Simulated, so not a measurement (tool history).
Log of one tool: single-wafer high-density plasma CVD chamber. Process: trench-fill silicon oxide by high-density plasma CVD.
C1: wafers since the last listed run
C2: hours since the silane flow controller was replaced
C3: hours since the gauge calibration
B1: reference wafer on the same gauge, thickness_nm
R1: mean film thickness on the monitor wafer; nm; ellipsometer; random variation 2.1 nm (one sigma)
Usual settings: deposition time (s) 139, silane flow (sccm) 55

Run 1, day 0: usual settings; C1 0; C2 3538.1; C3 701.9; B1 622.599. Result: R1 646.485 nm.
Run 2, day 1.062: usual settings; C1 245; C2 3563.6; C3 727.4; B1 622.861. Result: R1 644.208 nm.
Run 3, day 3.588: usual settings; C1 583; C2 3624.2; C3 788; B1 622.225. Result: R1 643.011 nm.
Run 4, day 5.525: usual settings; C1 447; C2 3670.7; C3 834.5; B1 622.54. Result: R1 642.608 nm.
Run 5, day 8.242: usual settings; C1 628; C2 3735.9; C3 899.7; B1 621.084. Result: R1 642.496 nm.
Run 6, day 9.308: usual settings; C1 246; C2 3761.5; C3 925.3; B1 622.212. Result: R1 642.993 nm.
Run 7, day 10.838: usual settings but silane flow (sccm) 60; C1 353; C2 3798.2; C3 962; B1 621.629. Result: R1 702.478 nm.
At day 13.842: gauge calibrated.
Run 8, day 18.912: usual settings but silane flow (sccm) 60; C1 1866; C2 3992; C3 121.7; B1 622.153. Result: R1 701.338 nm.
Run 9, day 20.496: usual settings; C1 366; C2 4030; C3 159.7; B1 621.962. Result: R1 644.638 nm.
Run 10, day 22.179: usual settings but deposition time (s) 158, silane flow (sccm) 49; C1 389; C2 4070.4; C3 200.1; B1 621.593. Result: R1 652.324 nm.
At day 23.95: silane flow controller replaced.
Run 11, day 25.129: usual settings but deposition time (s) 114, silane flow (sccm) 58; C1 604; C2 28.3; C3 270.9; B1 622.274. Result: R1 595.517 nm.
Run 12, day 26.5: usual settings but deposition time (s) 158, silane flow (sccm) 64; C1 316; C2 61.2; C3 303.8; B1 622.33. Result: R1 909.012 nm.
Run 13, day 28.946: usual settings but deposition time (s) 158, silane flow (sccm) 61; C1 565; C2 119.9; C3 362.5; B1 622.134. Result: R1 864 nm.
Run 14, day 30.417: usual settings but deposition time (s) 155, silane flow (sccm) 44; C1 340; C2 155.2; C3 397.8; B1 621.432. Result: R1 612.574 nm.
Run 15, day 35.75: usual settings but silane flow (sccm) 44; C1 1233; C2 283.2; C3 525.8; B1 623.246. Result: R1 546.574 nm.
Run 16, day 37.788: usual settings but silane flow (sccm) 45; C1 471; C2 332.1; C3 574.7; B1 622.961. Result: R1 556.321 nm.

4 ways to go on from here, each from the tool as it stands after run 16. What would each give?
Run A, day 37.804: usual settings but silane flow (sccm) 59; C1 3; C2 332.5; C3 575.1; B1 ?. Result: R1 ?.
Run B, day 37.804: usual settings but deposition time (s) 124, silane flow (sccm) 45; C1 3; C2 332.5; C3 575.1; B1 ?. Result: R1 ?.
Run C, day 37.804: usual settings but deposition time (s) 148, silane flow (sccm) 59; C1 3; C2 332.5; C3 575.1; B1 ?. Result: R1 ?.
Run D, day 37.804: usual settings but silane flow (sccm) 50; C1 3; C2 332.5; C3 575.1; B1 ?. Result: R1 ?.

run       B1       R1
  A  621.973  729.829
  B  621.973  496.579
  C  621.973  777.084
  D  621.973  618.499
Without the tool's hidden state the same runs would have given:
run       R1
  A  737.976
  B  502.122
  C  785.758
  D  625.403

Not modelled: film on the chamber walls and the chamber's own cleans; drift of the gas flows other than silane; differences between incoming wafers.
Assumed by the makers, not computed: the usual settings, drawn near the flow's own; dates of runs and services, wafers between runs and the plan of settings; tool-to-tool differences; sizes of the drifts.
